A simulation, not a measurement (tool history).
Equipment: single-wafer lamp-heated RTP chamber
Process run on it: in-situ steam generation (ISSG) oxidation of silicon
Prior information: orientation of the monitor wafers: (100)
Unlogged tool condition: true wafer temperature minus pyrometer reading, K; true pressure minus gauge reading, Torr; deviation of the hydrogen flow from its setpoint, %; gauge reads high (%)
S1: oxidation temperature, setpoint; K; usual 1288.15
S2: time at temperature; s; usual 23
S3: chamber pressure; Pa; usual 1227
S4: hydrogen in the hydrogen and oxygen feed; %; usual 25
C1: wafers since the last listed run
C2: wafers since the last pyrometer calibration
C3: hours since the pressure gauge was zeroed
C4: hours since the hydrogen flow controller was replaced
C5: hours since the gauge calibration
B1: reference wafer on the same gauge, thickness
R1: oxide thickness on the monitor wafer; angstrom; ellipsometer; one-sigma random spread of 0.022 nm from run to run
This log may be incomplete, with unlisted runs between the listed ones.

run 1 day=0 | S1=1288.15 S2=19 S3=1227 S4=25 | C1=0 C2=6350 C3=862.3 C4=3851.4 C5=1223.7 | B1=7.146 | R1=56.98
run 2 day=1.825 | S1=1288.15 S2=19 S3=1227 S4=25 | C1=306 C2=6656 C3=906.1 C4=3895.2 C5=1267.5 | B1=7.141 | R1=57.43
run 3 day=3.362 | S1=1288.15 S2=23 S3=1227 S4=25 | C1=257 C2=6914 C3=943 C4=3932.1 C5=1304.4 | B1=7.134 | R1=62.85
-- day=4.988 hydrogen flow controller replaced
run 4 day=6.242 | S1=1288.15 S2=23 S3=1227 S4=25 | C1=426 C2=7341 C3=1012.1 C4=30.1 C5=1373.5 | B1=7.133 | R1=62.61
run 5 day=9.2 | S1=1288.15 S2=23 S3=1227 S4=25 | C1=496 C2=7837 C3=1083.1 C4=101.1 C5=1444.5 | B1=7.136 | R1=62.7
run 6 day=11.562 | S1=1288.15 S2=23 S3=1227 S4=25 | C1=396 C2=8234 C3=1139.8 C4=157.8 C5=1501.2 | B1=7.136 | R1=62.42
run 7 day=13.083 | S1=1288.15 S2=16 S3=1227 S4=25 | C1=255 C2=8489 C3=1176.3 C4=194.3 C5=1537.7 | B1=7.13 | R1=53.02
run 8 day=16.017 | S1=1288.15 S2=16 S3=1227 S4=25 | C1=491 C2=8981 C3=1246.7 C4=264.7 C5=1608.1 | B1=7.125 | R1=53.08
-- day=17.658 pyrometer window cleaned and pyrometer calibrated
run 9 day=17.679 | S1=1288.15 S2=23 S3=1227 S4=25 | C1=222 C2=3 C3=1286.6 C4=304.6 C5=1648 | B1=7.129 | R1=62.72
run 10 day=20.238 | S1=1288.15 S2=23 S3=1227 S4=25 | C1=429 C2=432 C3=1348 C4=366 C5=1709.4 | B1=7.126 | R1=62.73
run 11 day=27.6 | S1=1288.15 S2=23 S3=1227 S4=25 | C1=1234 C2=1667 C3=1524.7 C4=542.7 C5=1886.1 | B1=7.131 | R1=62.87
run 12 day=30.312 | S1=1288.15 S2=23 S3=1067 S4=25 | C1=454 C2=2122 C3=1589.8 C4=607.8 C5=1951.2 | B1=7.124 | R1=63.76
run 13 day=32.429 | S1=1288.15 S2=16 S3=1227 S4=30 | C1=355 C2=2477 C3=1640.6 C4=658.6 C5=2002 | B1=7.125 | R1=55.06
run 14 day=35.321 | S1=1288.15 S2=23 S3=1227 S4=28 | C1=484 C2=2962 C3=1710 C4=728 C5=2071.4 | B1=7.117 | R1=64.41
run 15 day=36.708 | S1=1288.15 S2=23 S3=1227 S4=25 | C1=232 C2=3194 C3=1743.3 C4=761.3 C5=2104.7 | B1=7.124 | R1=62.87
-- day=38.683 gauge calibrated
run 16 day=39.092 | S1=1288.15 S2=23 S3=1227 S4=25 | C1=399 C2=3594 C3=1800.5 C4=818.5 C5=9.8 | B1=7.247 | R1=64.09
run 17 day=41.192 | S1=1301.15 S2=15 S3=1320 S4=28 | C1=352 C2=3946 C3=1850.9 C4=868.9 C5=60.2 | B1=7.246 | R1=56.2

Predict the results of run 18:
-- day=43.167 pressure gauge zeroed
run 18 day=43.75 | S1=1288.15 S2=23 S3=1227 S4=25 | C1=373 C2=4320 C3=14 C4=930.3 C5=121.6 | B1=? | R1=?

B1: 7.224
R1: 63.77 angstrom
On a tool with no hidden condition, and with the same random variation, this run would have come out at R1 64.2 angstrom.
